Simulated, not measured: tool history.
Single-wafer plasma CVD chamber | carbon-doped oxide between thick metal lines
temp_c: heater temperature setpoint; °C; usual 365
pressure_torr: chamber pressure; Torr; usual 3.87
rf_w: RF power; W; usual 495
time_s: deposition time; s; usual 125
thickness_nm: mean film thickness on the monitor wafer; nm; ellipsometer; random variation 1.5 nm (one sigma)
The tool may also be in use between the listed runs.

run,day,temp_c,pressure_torr,rf_w,time_s,"read-back reference wafer on the same gauge, thickness_nm",thickness_nm
1,0.000,365,3.87,495,125,535.448,617.002
2,1.450,365,3.87,495,125,535.130,619.265
3,2.500,365,3.87,495,125,534.697,618.072
4,3.612,365,3.87,495,125,534.776,614.474
# day 3.888: gauge calibrated
5,4.821,365,3.87,560,109,535.097,585.657
6,7.725,365,3.87,560,109,534.858,586.658
7,9.108,365,3.87,495,125,534.770,614.949
8,10.325,365,3.87,495,125,534.585,615.641
9,11.850,365,3.87,470,109,535.468,517.475
# day 12.296: showerhead replaced
# day 14.058: RF generator calibrated
10,14.362,356,4.72,585,138,535.392,814.236
11,17.250,356,4.72,585,138,534.851,811.404
# day 19.404: capacitance manometer re-zeroed and calibrated
12,19.425,376,4.28,495,125,534.514,613.387
13,21.054,365,3.87,495,125,534.756,621.054
14,23.758,352,3.87,465,103,534.803,503.001
15,24.871,365,3.54,460,133,535.048,619.088
16,27.608,353,3.87,400,125,535.233,534.501
17,30.254,365,3.87,535,125,534.965,656.815
18,31.854,377,3.28,495,125,535.266,594.089
19,34.488,365,3.87,545,125,534.969,663.992
# day 36.542: thermocouple changed; heater temperature recalibrated
20,37.046,365,4.44,495,117,534.810,591.109
21,39.525,372,4.78,420,114,534.989,503.211
22,42.479,365,3.87,495,125,535.097,622.657
23,44.175,365,4.33,465,112,534.518,539.649
24,45.367,360,4.79,540,106,534.686,586.959
25,47.379,365,2.97,555,125,534.957,655.348
26,48.883,365,3.87,495,125,535.370,622.731
27,51.867,355,2.95,495,125,534.972,617.880
28,53.200,365,3.44,495,125,534.610,612.716
29,55.275,361,3.87,405,148,535.139,626.872

3 ways to go on from here, each from the tool as it stands after run 29. What would each give?
A,55.292,365,3.87,495,125,?,?
B,55.292,370,3.87,585,143,?,?
C,55.292,365,3.87,415,139,?,?

run,"read-back reference wafer on the same gauge, thickness_nm",thickness_nm
A,535.038,621.883
B,535.038,790.482
C,535.038,599.595
Without the tool's hidden state the same runs would have given:
run,thickness_nm
A,620.756
B,788.722
C,599.276

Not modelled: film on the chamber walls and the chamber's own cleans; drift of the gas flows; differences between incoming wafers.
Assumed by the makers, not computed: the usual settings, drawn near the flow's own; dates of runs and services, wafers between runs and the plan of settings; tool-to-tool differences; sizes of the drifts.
